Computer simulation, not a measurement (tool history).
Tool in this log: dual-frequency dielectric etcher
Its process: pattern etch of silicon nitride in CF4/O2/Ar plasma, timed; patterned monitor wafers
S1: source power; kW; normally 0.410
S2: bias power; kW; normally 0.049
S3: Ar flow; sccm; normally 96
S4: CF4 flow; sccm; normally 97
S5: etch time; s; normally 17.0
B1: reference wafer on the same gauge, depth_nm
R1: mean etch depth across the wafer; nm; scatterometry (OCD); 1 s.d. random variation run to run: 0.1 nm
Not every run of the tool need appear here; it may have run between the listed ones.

Run 1, hour 0.0: usual settings but S4 113 sccm; B1 31.62. Result: R1 29.12 nm.
Run 2, hour 6.5: usual settings but S4 113 sccm; B1 31.63. Result: R1 29.04 nm.
Run 3, hour 22.8: usual settings but S4 113 sccm; B1 31.60. Result: R1 29.14 nm.
Run 4, hour 32.7: usual settings; B1 31.60. Result: R1 28.57 nm.
Run 5, hour 61.8: usual settings; B1 31.61. Result: R1 28.63 nm.
Run 6, hour 62.1: usual settings; B1 31.60. Result: R1 28.56 nm.
Run 7, hour 75.2: usual settings; B1 31.61. Result: R1 28.62 nm.
Run 8, hour 84.0: usual settings; B1 31.57. Result: R1 28.60 nm.
Run 9, hour 113.2: usual settings but S1 0.490 kW, S4 76 sccm, S5 14.0 s; B1 31.58. Result: R1 27.23 nm.
Run 10, hour 113.5: usual settings but S5 12.5 s; B1 31.61. Result: R1 21.03 nm.
Run 11, hour 122.0: usual settings but S5 12.5 s; B1 31.61. Result: R1 20.94 nm.
Run 12, hour 140.2: usual settings but S1 0.460 kW, S4 119 sccm; B1 31.61. Result: R1 33.18 nm.
Run 13, hour 152.0: usual settings but S4 75 sccm, S5 14.5 s; B1 31.58. Result: R1 23.33 nm.
Run 14, hour 159.8: usual settings but S2 0.042 kW; B1 31.63. Result: R1 27.13 nm.
Run 15, hour 173.3: usual settings but S3 77 sccm; B1 31.56. Result: R1 29.53 nm.
Run 16, hour 185.8: usual settings but S1 0.490 kW, S3 85 sccm, S5 15.5 s; B1 31.64. Result: R1 31.72 nm.

Taken out of this log: 7 entries between the listed runs. Where each belongs, and how the hidden state differs across it:
From run 4 to run 5: upper electrode replaced (hour 60.4); source power generator calibrated (hour 61.3)
  no hidden state differs between the two runs
From run 6 to run 7: bias power generator calibrated (hour 67.1); CF4 flow controller replaced (hour 74.7)
  no hidden state differs between the two runs
From run 8 to run 9: Ar flow controller replaced (hour 111.9); wet clean of the chamber (hour 112.7)
  no hidden state differs between the two runs
From run 10 to run 11: gauge calibrated (hour 120.9)
  no hidden state differs between the two runs

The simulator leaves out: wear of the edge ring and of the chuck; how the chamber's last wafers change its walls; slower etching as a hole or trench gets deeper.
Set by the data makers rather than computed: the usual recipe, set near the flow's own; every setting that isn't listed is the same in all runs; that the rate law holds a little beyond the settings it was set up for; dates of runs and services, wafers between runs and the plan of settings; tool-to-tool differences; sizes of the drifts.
